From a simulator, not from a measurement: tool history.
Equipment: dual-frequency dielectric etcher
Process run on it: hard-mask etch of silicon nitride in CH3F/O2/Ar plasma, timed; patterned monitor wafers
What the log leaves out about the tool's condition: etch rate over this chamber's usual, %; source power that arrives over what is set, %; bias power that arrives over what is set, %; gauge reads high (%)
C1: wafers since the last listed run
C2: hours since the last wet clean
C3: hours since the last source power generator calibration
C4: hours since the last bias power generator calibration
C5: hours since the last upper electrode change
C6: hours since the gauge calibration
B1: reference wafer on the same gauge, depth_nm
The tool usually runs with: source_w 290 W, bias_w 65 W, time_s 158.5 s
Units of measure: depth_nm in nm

Run 1, hour 0.0: usual settings but bias_w 73 W; C1 0; C2 402.4; C3 3462.0; C4 2396.8; C5 3435.7; C6 82.1; B1 75.1. Result: depth_nm 93.4 nm.
Run 2, hour 17.7: usual settings but bias_w 73 W; C1 102; C2 420.1; C3 3479.7; C4 2414.5; C5 3453.4; C6 99.8; B1 75.1. Result: depth_nm 93.4 nm.
Run 3, hour 32.9: usual settings but bias_w 73 W; C1 87; C2 435.3; C3 3494.9; C4 2429.7; C5 3468.6; C6 115.0; B1 75.1. Result: depth_nm 93.7 nm.
Run 4, hour 41.2: usual settings but source_w 310 W, time_s 133.0 s; C1 47; C2 443.6; C3 3503.2; C4 2438.0; C5 3476.9; C6 123.3; B1 75.1. Result: depth_nm 77.7 nm.
Run 5, hour 51.2: usual settings but source_w 310 W, time_s 133.0 s; C1 57; C2 453.6; C3 3513.2; C4 2448.0; C5 3486.9; C6 133.3; B1 75.1. Result: depth_nm 77.6 nm.
Run 6, hour 61.1: usual settings; C1 57; C2 463.5; C3 3523.1; C4 2457.9; C5 3496.8; C6 143.2; B1 75.0. Result: depth_nm 89.4 nm.
Run 7, hour 75.3: usual settings; C1 82; C2 477.7; C3 3537.3; C4 2472.1; C5 3511.0; C6 157.4; B1 75.1. Result: depth_nm 89.9 nm.
Run 8, hour 91.5: usual settings; C1 93; C2 493.9; C3 3553.5; C4 2488.3; C5 3527.2; C6 173.6; B1 75.1. Result: depth_nm 89.6 nm.
At hour 120.0: wet clean of the chamber.
Run 9, hour 120.5: usual settings but source_w 240 W; C1 28; C2 0.5; C3 3582.5; C4 2517.3; C5 3556.2; C6 202.6; B1 75.1. Result: depth_nm 80.0 nm.
Run 10, hour 120.9: usual settings but source_w 240 W; C1 2; C2 0.9; C3 3582.9; C4 2517.7; C5 3556.6; C6 203.0; B1 75.1. Result: depth_nm 79.2 nm.
Run 11, hour 129.0: usual settings but source_w 240 W; C1 46; C2 9.0; C3 3591.0; C4 2525.8; C5 3564.7; C6 211.1; B1 75.1. Result: depth_nm 79.9 nm.
At hour 141.8: source power generator calibrated.
Run 12, hour 146.4: usual settings; C1 77; C2 26.4; C3 4.6; C4 2543.2; C5 3582.1; C6 228.5; B1 75.2. Result: depth_nm 89.6 nm.
Run 13, hour 155.7: usual settings; C1 53; C2 35.7; C3 13.9; C4 2552.5; C5 3591.4; C6 237.8; B1 75.2. Result: depth_nm 89.4 nm.
At hour 182.4: upper electrode replaced.
Run 14, hour 182.9: usual settings but bias_w 53 W, time_s 112.5 s; C1 18; C2 62.9; C3 41.1; C4 2579.7; C5 0.5; C6 265.0; B1 75.2. Result: depth_nm 58.7 nm.
Run 15, hour 183.2: usual settings but source_w 360 W, bias_w 54 W, time_s 183.5 s; C1 1; C2 63.2; C3 41.4; C4 2580.0; C5 0.8; C6 265.3; B1 75.1. Result: depth_nm 108.4 nm.
Run 16, hour 197.3: usual settings; C1 81; C2 77.3; C3 55.5; C4 2594.1; C5 14.9; C6 279.4; B1 75.1. Result: depth_nm 88.9 nm.
At hour 216.6: gauge calibrated.
At hour 221.2: bias power generator calibrated.
Run 17, hour 224.5: usual settings; C1 134; C2 104.5; C3 82.7; C4 3.3; C5 42.1; C6 7.9; B1 75.2. Result: depth_nm 89.4 nm.
Run 18, hour 232.2: usual settings; C1 44; C2 112.2; C3 90.4; C4 11.0; C5 49.8; C6 15.6; B1 75.0. Result: depth_nm 89.5 nm.
Run 19, hour 240.1: usual settings but bias_w 75 W; C1 45; C2 120.1; C3 98.3; C4 18.9; C5 57.7; C6 23.5; B1 75.1. Result: depth_nm 94.6 nm.
Run 20, hour 256.2: usual settings but source_w 230 W, bias_w 53 W, time_s 191.0 s; C1 93; C2 136.2; C3 114.4; C4 35.0; C5 73.8; C6 39.6; B1 75.1. Result: depth_nm 85.9 nm.
Run 21, hour 272.7: usual settings; C1 95; C2 152.7; C3 130.9; C4 51.5; C5 90.3; C6 56.1; B1 75.1. Result: depth_nm 89.7 nm.
Run 22, hour 282.9: usual settings but source_w 330 W, bias_w 51 W, time_s 202.5 s; C1 58; C2 162.9; C3 141.1; C4 61.7; C5 100.5; C6 66.3; B1 75.0. Result: depth_nm 111.9 nm.
Run 23, hour 291.3: usual settings but source_w 310 W, bias_w 74 W; C1 48; C2 171.3; C3 149.5; C4 70.1; C5 108.9; C6 74.7; B1 75.1. Result: depth_nm 97.8 nm.
Run 24, hour 303.8: usual settings but bias_w 54 W, time_s 199.0 s; C1 72; C2 183.8; C3 162.0; C4 82.6; C5 121.4; C6 87.2; B1 75.1. Result: depth_nm 104.7 nm.
Run 25, hour 321.6: usual settings; C1 102; C2 201.6; C3 179.8; C4 100.4; C5 139.2; C6 105.0; B1 75.1. Result: depth_nm 89.5 nm.
Run 26, hour 337.2: usual settings but source_w 330 W, bias_w 81 W, time_s 132.0 s; C1 90; C2 217.2; C3 195.4; C4 116.0; C5 154.8; C6 120.6; B1 75.1. Result: depth_nm 87.4 nm.
Run 27, hour 350.4: usual settings but source_w 250 W; C1 76; C2 230.4; C3 208.6; C4 129.2; C5 168.0; C6 133.8; B1 75.1. Result: depth_nm 81.5 nm.

Predict each of these 4 candidate next runs independently; none follows another, all start after run 27:
Run A, hour 350.9: usual settings but source_w 350 W; C1 2; C2 230.9; C3 209.1; C4 129.7; C5 168.5; C6 134.3; B1 ?. Result: depth_nm ?.
Run B, hour 350.9: usual settings but source_w 360 W, bias_w 53 W; C1 2; C2 230.9; C3 209.1; C4 129.7; C5 168.5; C6 134.3; B1 ?. Result: depth_nm ?.
Run C, hour 350.9: usual settings but time_s 183.0 s; C1 2; C2 230.9; C3 209.1; C4 129.7; C5 168.5; C6 134.3; B1 ?. Result: depth_nm ?.
Run D, hour 350.9: usual settings but source_w 340 W, bias_w 75 W, time_s 202.0 s; C1 2; C2 230.9; C3 209.1; C4 129.7; C5 168.5; C6 134.3; B1 ?. Result: depth_nm ?.

run    B1  depth_nm
  A  75.1      98.8
  B  75.1      92.9
  C  75.1     102.7
  D  75.1     130.9
Stripped of hidden state, with their random variation kept, the same runs would have yielded:
run  depth_nm
  A      98.8
  B      92.9
  C     102.7
  D     130.9

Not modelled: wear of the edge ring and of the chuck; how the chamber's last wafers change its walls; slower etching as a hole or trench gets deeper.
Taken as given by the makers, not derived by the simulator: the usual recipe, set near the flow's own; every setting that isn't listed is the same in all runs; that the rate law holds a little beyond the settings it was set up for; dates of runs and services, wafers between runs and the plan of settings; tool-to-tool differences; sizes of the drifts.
